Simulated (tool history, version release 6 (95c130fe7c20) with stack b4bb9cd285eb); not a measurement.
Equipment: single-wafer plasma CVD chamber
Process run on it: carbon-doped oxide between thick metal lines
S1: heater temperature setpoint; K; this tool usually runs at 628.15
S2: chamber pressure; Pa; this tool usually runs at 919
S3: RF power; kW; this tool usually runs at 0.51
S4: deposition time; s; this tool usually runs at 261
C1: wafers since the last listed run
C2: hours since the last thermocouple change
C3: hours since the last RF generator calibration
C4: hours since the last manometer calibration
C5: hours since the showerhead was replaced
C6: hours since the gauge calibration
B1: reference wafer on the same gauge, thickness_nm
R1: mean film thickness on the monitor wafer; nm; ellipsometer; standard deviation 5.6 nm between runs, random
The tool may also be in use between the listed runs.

run 1 hour=0 | S1=628.15 S2=919 S3=0.51 S4=261 | C1=0 C2=1795.6 C3=1844.7 C4=1404.7 C5=2480.1 C6=321.2 | B1=1418.777 | R1=1323.482
run 2 hour=28.1 | S1=628.15 S2=919 S3=0.51 S4=261 | C1=185 C2=1823.7 C3=1872.8 C4=1432.8 C5=2508.2 C6=349.3 | B1=1419.694 | R1=1325.099
run 3 hour=63 | S1=628.15 S2=919 S3=0.51 S4=261 | C1=229 C2=1858.6 C3=1907.7 C4=1467.7 C5=2543.1 C6=384.2 | B1=1419.565 | R1=1327.652
run 4 hour=86.4 | S1=628.15 S2=919 S3=0.51 S4=261 | C1=154 C2=1882 C3=1931.1 C4=1491.1 C5=2566.5 C6=407.6 | B1=1419.282 | R1=1319.748
run 5 hour=114.4 | S1=628.15 S2=919 S3=0.535 S4=261 | C1=184 C2=1910 C3=1959.1 C4=1519.1 C5=2594.5 C6=435.6 | B1=1421.654 | R1=1376.219
run 6 hour=131.3 | S1=628.15 S2=919 S3=0.535 S4=261 | C1=111 C2=1926.9 C3=1976 C4=1536 C5=2611.4 C6=452.5 | B1=1420.023 | R1=1375.578
run 7 hour=161.6 | S1=628.15 S2=919 S3=0.51 S4=261 | C1=199 C2=1957.2 C3=2006.3 C4=1566.3 C5=2641.7 C6=482.8 | B1=1419.753 | R1=1318.649
run 8 hour=180.1 | S1=628.15 S2=919 S3=0.51 S4=261 | C1=121 C2=1975.7 C3=2024.8 C4=1584.8 C5=2660.2 C6=501.3 | B1=1420.781 | R1=1322.803
run 9 hour=197.2 | S1=635.15 S2=919 S3=0.475 S4=300 | C1=112 C2=1992.8 C3=2041.9 C4=1601.9 C5=2677.3 C6=518.4 | B1=1419.486 | R1=1390.758
-- hour=206 gauge calibrated
-- hour=223.3 capacitance manometer re-zeroed and calibrated
run 10 hour=223.8 | S1=623.15 S2=919 S3=0.485 S4=261 | C1=122 C2=2019.4 C3=2068.5 C4=0.5 C5=2703.9 C6=17.8 | B1=1420.053 | R1=1270.752
run 11 hour=249.4 | S1=628.15 S2=919 S3=0.51 S4=261 | C1=168 C2=2045 C3=2094.1 C4=26.1 C5=2729.5 C6=43.4 | B1=1418.52 | R1=1320.868
-- hour=272 thermocouple changed; heater temperature recalibrated
run 12 hour=284.5 | S1=628.15 S2=919 S3=0.595 S4=261 | C1=178 C2=12.5 C3=2129.2 C4=61.2 C5=2764.6 C6=78.5 | B1=1419.549 | R1=1496.52
run 13 hour=307.4 | S1=636.15 S2=919 S3=0.51 S4=261 | C1=150 C2=35.4 C3=2152.1 C4=84.1 C5=2787.5 C6=101.4 | B1=1419.561 | R1=1297.623
run 14 hour=331.7 | S1=628.15 S2=1112 S3=0.56 S4=261 | C1=160 C2=59.7 C3=2176.4 C4=108.4 C5=2811.8 C6=125.7 | B1=1419.94 | R1=1443.293
run 15 hour=346 | S1=628.15 S2=919 S3=0.51 S4=228 | C1=94 C2=74 C3=2190.7 C4=122.7 C5=2826.1 C6=140 | B1=1421.704 | R1=1148.112
run 16 hour=358.7 | S1=621.15 S2=860 S3=0.565 S4=210 | C1=83 C2=86.7 C3=2203.4 C4=135.4 C5=2838.8 C6=152.7 | B1=1419.513 | R1=1163.275
-- hour=367.2 RF generator calibrated
run 17 hour=371.3 | S1=642.15 S2=747 S3=0.51 S4=261 | C1=30 C2=99.3 C3=4.1 C4=148 C5=2851.4 C6=165.3 | B1=1420.839 | R1=1295.1
run 18 hour=392 | S1=628.15 S2=919 S3=0.51 S4=219 | C1=136 C2=120 C3=24.8 C4=168.7 C5=2872.1 C6=186 | B1=1420.689 | R1=1170.414
run 19 hour=423.8 | S1=628.15 S2=919 S3=0.51 S4=278 | C1=209 C2=151.8 C3=56.6 C4=200.5 C5=2903.9 C6=217.8 | B1=1418.92 | R1=1483.032
run 20 hour=458 | S1=628.15 S2=919 S3=0.51 S4=261 | C1=225 C2=186 C3=90.8 C4=234.7 C5=2938.1 C6=252 | B1=1421.879 | R1=1392.719
run 21 hour=478.2 | S1=638.15 S2=919 S3=0.44 S4=240 | C1=133 C2=206.2 C3=111 C4=254.9 C5=2958.3 C6=272.2 | B1=1420.517 | R1=1080.453
run 22 hour=490.4 | S1=628.15 S2=919 S3=0.425 S4=284 | C1=80 C2=218.4 C3=123.2 C4=267.1 C5=2970.5 C6=284.4 | B1=1420.384 | R1=1263.462
-- hour=520.5 showerhead replaced
run 23 hour=521 | S1=628.15 S2=919 S3=0.51 S4=261 | C1=148 C2=249 C3=153.8 C4=297.7 C5=0.5 C6=315 | B1=1420.453 | R1=1395.999
run 24 hour=622.1 | S1=628.15 S2=1060 S3=0.51 S4=294 | C1=665 C2=350.1 C3=254.9 C4=398.8 C5=101.6 C6=416.1 | B1=1420.413 | R1=1586.121
run 25 hour=654.7 | S1=628.15 S2=752 S3=0.51 S4=232 | C1=214 C2=382.7 C3=287.5 C4=431.4 C5=134.2 C6=448.7 | B1=1420.624 | R1=1182.417
run 26 hour=668.4 | S1=628.15 S2=919 S3=0.51 S4=261 | C1=90 C2=396.4 C3=301.2 C4=445.1 C5=147.9 C6=462.4 | B1=1419.559 | R1=1385.515
run 27 hour=682.9 | S1=628.15 S2=837 S3=0.51 S4=220 | C1=95 C2=410.9 C3=315.7 C4=459.6 C5=162.4 C6=476.9 | B1=1420.094 | R1=1147.718
run 28 hour=717.9 | S1=619.15 S2=919 S3=0.51 S4=216 | C1=230 C2=445.9 C3=350.7 C4=494.6 C5=197.4 C6=511.9 | B1=1419.956 | R1=1173.323

For each entry between runs, how does the tool's hidden state at the last listed run before it compare with that at the first listed run after it?
After run 9, before run 10: gauge calibrated (hour 206); capacitance manometer re-zeroed and calibrated (hour 223.3)
  delivered RF power above the setpoint (%): -7.11 -> -7.19
  measured result minus the result with no hidden state, R1: -103.646 -> -92 nm
After run 11, before run 12: thermocouple changed; heater temperature recalibrated (hour 272)
  delivered RF power above the setpoint (%): -7.28 -> -7.39
  measured result minus the result with no hidden state, R1: -88.424 -> -96.826 nm
After run 16, before run 17: RF generator calibrated (hour 367.2)
  delivered RF power above the setpoint (%): -7.62 -> -0.952
  measured result minus the result with no hidden state, R1: -79.037 -> -10.362 nm
After run 22, before run 23: showerhead replaced (hour 520.5)
  delivered RF power above the setpoint (%): -1.33 -> -1.43
  measured result minus the result with no hidden state, R1: -16.851 -> -16.849 nm
